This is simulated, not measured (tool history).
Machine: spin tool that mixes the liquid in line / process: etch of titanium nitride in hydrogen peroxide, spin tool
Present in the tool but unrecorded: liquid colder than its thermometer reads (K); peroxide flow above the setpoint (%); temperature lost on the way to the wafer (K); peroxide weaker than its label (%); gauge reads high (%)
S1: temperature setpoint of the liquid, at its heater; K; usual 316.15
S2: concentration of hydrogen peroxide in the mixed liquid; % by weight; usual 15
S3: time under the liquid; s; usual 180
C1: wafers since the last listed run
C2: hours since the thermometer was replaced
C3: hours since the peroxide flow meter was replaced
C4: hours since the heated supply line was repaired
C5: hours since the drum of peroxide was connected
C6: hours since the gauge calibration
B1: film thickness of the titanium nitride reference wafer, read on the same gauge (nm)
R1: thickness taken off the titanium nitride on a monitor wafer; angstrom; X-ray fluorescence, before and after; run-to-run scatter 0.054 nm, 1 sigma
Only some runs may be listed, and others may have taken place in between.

run 1 hour=0 | S1=316.15 S2=15 S3=230 | C1=0 C2=591.4 C3=868.8 C4=1332.8 C5=399.9 C6=655.5 | B1=90 | R1=84.7
run 2 hour=52.4 | S1=316.15 S2=15 S3=230 | C1=344 C2=643.8 C3=921.2 C4=1385.2 C5=452.3 C6=707.9 | B1=90.03 | R1=85.8
run 3 hour=155.4 | S1=316.15 S2=15 S3=180 | C1=677 C2=746.8 C3=1024.2 C4=1488.2 C5=555.3 C6=810.9 | B1=90 | R1=66.6
run 4 hour=232.8 | S1=316.15 S2=15 S3=110 | C1=508 C2=824.2 C3=1101.6 C4=1565.6 C5=632.7 C6=888.3 | B1=90.01 | R1=40.5
run 5 hour=297.2 | S1=316.15 S2=15 S3=110 | C1=423 C2=888.6 C3=1166 C4=1630 C5=697.1 C6=952.7 | B1=89.99 | R1=40.2
run 6 hour=400.1 | S1=318.65 S2=15 S3=180 | C1=676 C2=991.5 C3=1268.9 C4=1732.9 C5=800 C6=1055.6 | B1=89.98 | R1=80.5
-- hour=425.8 thermometer replaced
run 7 hour=467.3 | S1=309.15 S2=15 S3=110 | C1=435 C2=41.5 C3=1336.1 C4=1800.1 C5=867.2 C6=1122.8 | B1=90.02 | R1=23.3
run 8 hour=507.9 | S1=316.15 S2=15 S3=180 | C1=266 C2=82.1 C3=1376.7 C4=1840.7 C5=907.8 C6=1163.4 | B1=89.96 | R1=64.9
-- hour=587 peroxide flow meter replaced
run 9 hour=615.6 | S1=316.15 S2=15 S3=180 | C1=701 C2=189.8 C3=28.6 C4=1948.4 C5=1015.5 C6=1271.1 | B1=89.98 | R1=66
run 10 hour=689.1 | S1=325.65 S2=19 S3=245 | C1=483 C2=263.3 C3=102.1 C4=2021.9 C5=1089 C6=1344.6 | B1=90 | R1=189.7
-- hour=737.3 gauge calibrated
-- hour=759.7 new drum of peroxide connected
run 11 hour=765.5 | S1=322.15 S2=12 S3=260 | C1=495 C2=339.7 C3=178.5 C4=2098.3 C5=5.8 C6=28.2 | B1=90.01 | R1=141.4
run 12 hour=823.4 | S1=316.15 S2=15 S3=180 | C1=380 C2=397.6 C3=236.4 C4=2156.2 C5=63.7 C6=86.1 | B1=90 | R1=65.1
run 13 hour=879.2 | S1=319.65 S2=12 S3=180 | C1=366 C2=453.4 C3=292.2 C4=2212 C5=119.5 C6=141.9 | B1=90.05 | R1=80.9
-- hour=924 heated supply line repaired
run 14 hour=959.6 | S1=319.15 S2=17 S3=235 | C1=521 C2=533.8 C3=372.6 C4=35.6 C5=199.9 C6=222.3 | B1=89.99 | R1=115.8
run 15 hour=1000.7 | S1=316.15 S2=17 S3=180 | C1=270 C2=574.9 C3=413.7 C4=76.7 C5=241 C6=263.4 | B1=89.98 | R1=70.3
run 16 hour=1100.7 | S1=311.65 S2=15 S3=180 | C1=657 C2=674.9 C3=513.7 C4=176.7 C5=341 C6=363.4 | B1=89.99 | R1=48.4
run 17 hour=1196.4 | S1=325.65 S2=12.5 S3=180 | C1=629 C2=770.6 C3=609.4 C4=272.4 C5=436.7 C6=459.1 | B1=90.02 | R1=133.7

Expected results for the next run?
run 18 hour=1295.2 | S1=316.15 S2=15 S3=180 | C1=649 C2=869.4 C3=708.2 C4=371.2 C5=535.5 C6=557.9 | B1=? | R1=?

{"run 18": {"B1": 90.02, "R1": 67.7}}
The same run, on a tool lacking any hidden state, would have yielded R1 68.7 angstrom.

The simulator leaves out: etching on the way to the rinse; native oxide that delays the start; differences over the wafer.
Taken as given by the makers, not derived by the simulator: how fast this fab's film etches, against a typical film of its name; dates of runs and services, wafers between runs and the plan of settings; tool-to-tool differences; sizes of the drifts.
